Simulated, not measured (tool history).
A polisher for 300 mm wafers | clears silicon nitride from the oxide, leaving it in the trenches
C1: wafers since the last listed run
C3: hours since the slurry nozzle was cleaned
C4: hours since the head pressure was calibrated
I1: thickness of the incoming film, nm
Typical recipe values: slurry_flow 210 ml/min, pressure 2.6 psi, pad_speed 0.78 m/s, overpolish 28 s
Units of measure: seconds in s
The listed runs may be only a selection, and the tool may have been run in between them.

{"run": 1, "hour": 0.0, "slurry_flow": 210, "pressure": 2.6, "pad_speed": 0.78, "overpolish": 28, "C1": 0, "wafers polished on this pad": 716, "C3": 233.1, "C4": 1073.0, "I1": 94.5, "seconds": 135.8}
{"hour": 40.9, "done": "worn pad replaced by a new one"}
{"run": 2, "hour": 43.8, "slurry_flow": 210, "pressure": 2.6, "pad_speed": 0.78, "overpolish": 28, "C1": 359, "wafers polished on this pad": 26, "C3": 276.9, "C4": 1116.8, "I1": 96.6, "seconds": 126.7}
{"run": 3, "hour": 60.2, "slurry_flow": 210, "pressure": 2.6, "pad_speed": 0.78, "overpolish": 28, "C1": 148, "wafers polished on this pad": 174, "C3": 293.3, "C4": 1133.2, "I1": 95.1, "seconds": 124.6}
{"run": 4, "hour": 74.1, "slurry_flow": 210, "pressure": 2.6, "pad_speed": 0.78, "overpolish": 35, "C1": 125, "wafers polished on this pad": 299, "C3": 307.2, "C4": 1147.1, "I1": 97.2, "seconds": 131.0}
{"run": 5, "hour": 86.6, "slurry_flow": 210, "pressure": 2.6, "pad_speed": 0.78, "overpolish": 28, "C1": 112, "wafers polished on this pad": 412, "C3": 319.7, "C4": 1159.6, "I1": 94.2, "seconds": 131.7}
{"run": 6, "hour": 100.2, "slurry_flow": 210, "pressure": 2.6, "pad_speed": 0.78, "overpolish": 28, "C1": 122, "wafers polished on this pad": 535, "C3": 333.3, "C4": 1173.2, "I1": 95.3, "seconds": 135.0}
{"run": 7, "hour": 112.1, "slurry_flow": 210, "pressure": 2.6, "pad_speed": 0.78, "overpolish": 28, "C1": 107, "wafers polished on this pad": 643, "C3": 345.2, "C4": 1185.1, "I1": 96.9, "seconds": 139.4}
{"run": 8, "hour": 122.9, "slurry_flow": 210, "pressure": 2.6, "pad_speed": 0.78, "overpolish": 28, "C1": 97, "wafers polished on this pad": 740, "C3": 356.0, "C4": 1195.9, "I1": 94.7, "seconds": 140.1}
{"run": 9, "hour": 129.8, "slurry_flow": 210, "pressure": 2.6, "pad_speed": 0.78, "overpolish": 28, "C1": 62, "wafers polished on this pad": 803, "C3": 362.9, "C4": 1202.8, "I1": 95.6, "seconds": 142.0}
{"run": 10, "hour": 144.1, "slurry_flow": 210, "pressure": 2.6, "pad_speed": 0.78, "overpolish": 28, "C1": 129, "wafers polished on this pad": 932, "C3": 377.2, "C4": 1217.1, "I1": 94.4, "seconds": 141.3}
{"run": 11, "hour": 152.5, "slurry_flow": 210, "pressure": 2.6, "pad_speed": 0.78, "overpolish": 28, "C1": 75, "wafers polished on this pad": 1008, "C3": 385.6, "C4": 1225.5, "I1": 94.4, "seconds": 140.0}
{"hour": 157.8, "done": "worn pad replaced by a new one"}
{"run": 12, "hour": 163.4, "slurry_flow": 210, "pressure": 2.6, "pad_speed": 0.78, "overpolish": 22, "C1": 62, "wafers polished on this pad": 50, "C3": 396.5, "C4": 1236.4, "I1": 94.0, "seconds": 121.3}
{"run": 13, "hour": 170.6, "slurry_flow": 210, "pressure": 2.6, "pad_speed": 0.78, "overpolish": 28, "C1": 65, "wafers polished on this pad": 115, "C3": 403.7, "C4": 1243.6, "I1": 93.8, "seconds": 127.8}
{"run": 14, "hour": 176.8, "slurry_flow": 210, "pressure": 2.6, "pad_speed": 0.78, "overpolish": 38, "C1": 56, "wafers polished on this pad": 171, "C3": 409.9, "C4": 1249.8, "I1": 96.2, "seconds": 128.0}
{"hour": 187.8, "done": "head pressure recalibrated"}
{"run": 15, "hour": 193.0, "slurry_flow": 210, "pressure": 2.4, "pad_speed": 0.78, "overpolish": 17, "C1": 128, "wafers polished on this pad": 299, "C3": 426.1, "C4": 5.2, "I1": 94.0, "seconds": 135.8}
{"run": 16, "hour": 209.5, "slurry_flow": 210, "pressure": 2.6, "pad_speed": 0.78, "overpolish": 16, "C1": 149, "wafers polished on this pad": 448, "C3": 442.6, "C4": 21.7, "I1": 94.6, "seconds": 131.4}
{"run": 17, "hour": 223.3, "slurry_flow": 210, "pressure": 2.6, "pad_speed": 0.78, "overpolish": 16, "C1": 124, "wafers polished on this pad": 573, "C3": 456.4, "C4": 35.5, "I1": 94.2, "seconds": 130.8}
{"run": 18, "hour": 236.4, "slurry_flow": 210, "pressure": 2.6, "pad_speed": 0.78, "overpolish": 28, "C1": 118, "wafers polished on this pad": 691, "C3": 469.5, "C4": 48.6, "I1": 94.9, "seconds": 136.8}
{"run": 19, "hour": 247.0, "slurry_flow": 210, "pressure": 2.6, "pad_speed": 0.78, "overpolish": 28, "C1": 95, "wafers polished on this pad": 787, "C3": 480.1, "C4": 59.2, "I1": 96.7, "seconds": 140.2}
{"run": 20, "hour": 254.5, "slurry_flow": 210, "pressure": 2.6, "pad_speed": 0.78, "overpolish": 28, "C1": 67, "wafers polished on this pad": 855, "C3": 487.6, "C4": 66.7, "I1": 93.6, "seconds": 136.5}
{"hour": 264.7, "done": "worn pad replaced by a new one"}
{"hour": 266.5, "done": "slurry nozzle cleaned"}
{"run": 21, "hour": 269.1, "slurry_flow": 210, "pressure": 2.6, "pad_speed": 0.78, "overpolish": 28, "C1": 86, "wafers polished on this pad": 30, "C3": 2.6, "C4": 81.3, "I1": 94.7, "seconds": 125.6}
{"run": 22, "hour": 284.8, "slurry_flow": 210, "pressure": 2.6, "pad_speed": 0.58, "overpolish": 38, "C1": 141, "wafers polished on this pad": 172, "C3": 18.3, "C4": 97.0, "I1": 96.1, "seconds": 158.0}
{"run": 23, "hour": 329.2, "slurry_flow": 180, "pressure": 2.6, "pad_speed": 0.78, "overpolish": 21, "C1": 401, "wafers polished on this pad": 573, "C3": 62.7, "C4": 141.4, "I1": 94.7, "seconds": 138.0}
{"run": 24, "hour": 346.0, "slurry_flow": 210, "pressure": 2.6, "pad_speed": 0.78, "overpolish": 28, "C1": 151, "wafers polished on this pad": 725, "C3": 79.5, "C4": 158.2, "I1": 93.0, "seconds": 131.3}
{"hour": 366.7, "done": "worn pad replaced by a new one"}
{"run": 25, "hour": 367.2, "slurry_flow": 240, "pressure": 2.1, "pad_speed": 0.78, "overpolish": 28, "C1": 155, "wafers polished on this pad": 4, "C3": 100.7, "C4": 179.4, "I1": 95.1, "seconds": 149.5}
{"run": 26, "hour": 378.0, "slurry_flow": 155, "pressure": 2.9, "pad_speed": 0.78, "overpolish": 12, "C1": 97, "wafers polished on this pad": 101, "C3": 111.5, "C4": 190.2, "I1": 93.9, "seconds": 114.3}
{"run": 27, "hour": 393.9, "slurry_flow": 145, "pressure": 2.9, "pad_speed": 0.88, "overpolish": 20, "C1": 143, "wafers polished on this pad": 245, "C3": 127.4, "C4": 206.1, "I1": 96.2, "seconds": 109.6}
{"run": 28, "hour": 407.4, "slurry_flow": 265, "pressure": 3.2, "pad_speed": 0.86, "overpolish": 14, "C1": 121, "wafers polished on this pad": 367, "C3": 140.9, "C4": 219.6, "I1": 95.9, "seconds": 96.4}
{"run": 29, "hour": 423.6, "slurry_flow": 285, "pressure": 2.2, "pad_speed": 0.78, "overpolish": 42, "C1": 146, "wafers polished on this pad": 513, "C3": 157.1, "C4": 235.8, "I1": 93.6, "seconds": 149.1}

Predict the results of run 30:
{"run": 30, "hour": 431.3, "slurry_flow": 210, "pressure": 2.6, "pad_speed": 0.52, "overpolish": 28, "C1": 69, "wafers polished on this pad": 583, "C3": 164.8, "C4": 243.5, "I1": 95.4, "seconds": "?"}

seconds: 195.4 s
With the hidden condition absent and the run-to-run variation left alone, this run would have shown seconds 178.6 s.

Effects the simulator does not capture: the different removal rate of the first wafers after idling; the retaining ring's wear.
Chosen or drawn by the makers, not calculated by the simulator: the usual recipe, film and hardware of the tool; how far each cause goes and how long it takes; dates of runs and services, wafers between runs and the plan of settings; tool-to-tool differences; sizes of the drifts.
